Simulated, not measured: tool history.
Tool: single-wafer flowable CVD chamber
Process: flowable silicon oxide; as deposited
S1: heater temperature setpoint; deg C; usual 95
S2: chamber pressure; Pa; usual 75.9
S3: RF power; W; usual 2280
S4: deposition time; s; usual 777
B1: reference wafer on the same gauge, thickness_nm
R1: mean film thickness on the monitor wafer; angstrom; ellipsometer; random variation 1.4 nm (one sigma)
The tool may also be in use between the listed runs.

run	day	S1	S2	S3	S4	B1	R1
1	0	95	83.7	2280	777	381.368	3594.12
2	2.438	95	83.7	2280	777	380.82	3601.88
3	5.754	95	75.9	2280	777	381.101	3270.48
4	9.083	95	75.9	2280	777	381.384	3264.24
5	18.604	95	75.9	2280	777	380.651	3243.35
# day 21.725: showerhead replaced
6	22.15	95	75.9	2130	777	380.933	3225.97
7	26.538	95	82	2280	777	380.635	3553.54
# day 28.908: RF generator calibrated
8	30.471	95	82	2280	777	380.987	3545.38
# day 32.392: gauge calibrated
9	32.879	95	75.9	2280	864	380.676	3638.78
10	35.421	95	75.9	1955	777	381.269	3200.04
# day 37.479: capacitance manometer re-zeroed and calibrated
11	37.562	110	75.9	2280	777	380.5	1999.73
12	40.333	95	75.9	2280	777	380.637	3535.64
# day 42.825: thermocouple changed; heater temperature recalibrated
13	43.312	95	58	2505	827	381.161	2845.87
14	47.571	95	92.8	2280	777	380.745	4178.63
15	51.488	95	75.9	2280	777	381.111	3423.01
16	55.725	83	57.3	2630	665	380.66	3501.91

Measured less the same run without the tool's hidden state. The same run-to-run variation is in both; the gauge's scatter may not be:
The hidden state here: wafer temperature above the value expected at the setpoint (K); delivered RF power above the setpoint (%); true pressure above the setpoint (%); gauge reads high (%).
run	R1
1	-195.91
2	-194.94
3	-175.3
4	-173.25
5	-167.34
6	-164.68
7	-179.02
8	-176.49
9	-179.82
10	-156.91
11	+48.08
12	+92.89
13	-8.22
14	-5.92
15	-4.1
16	-8.26
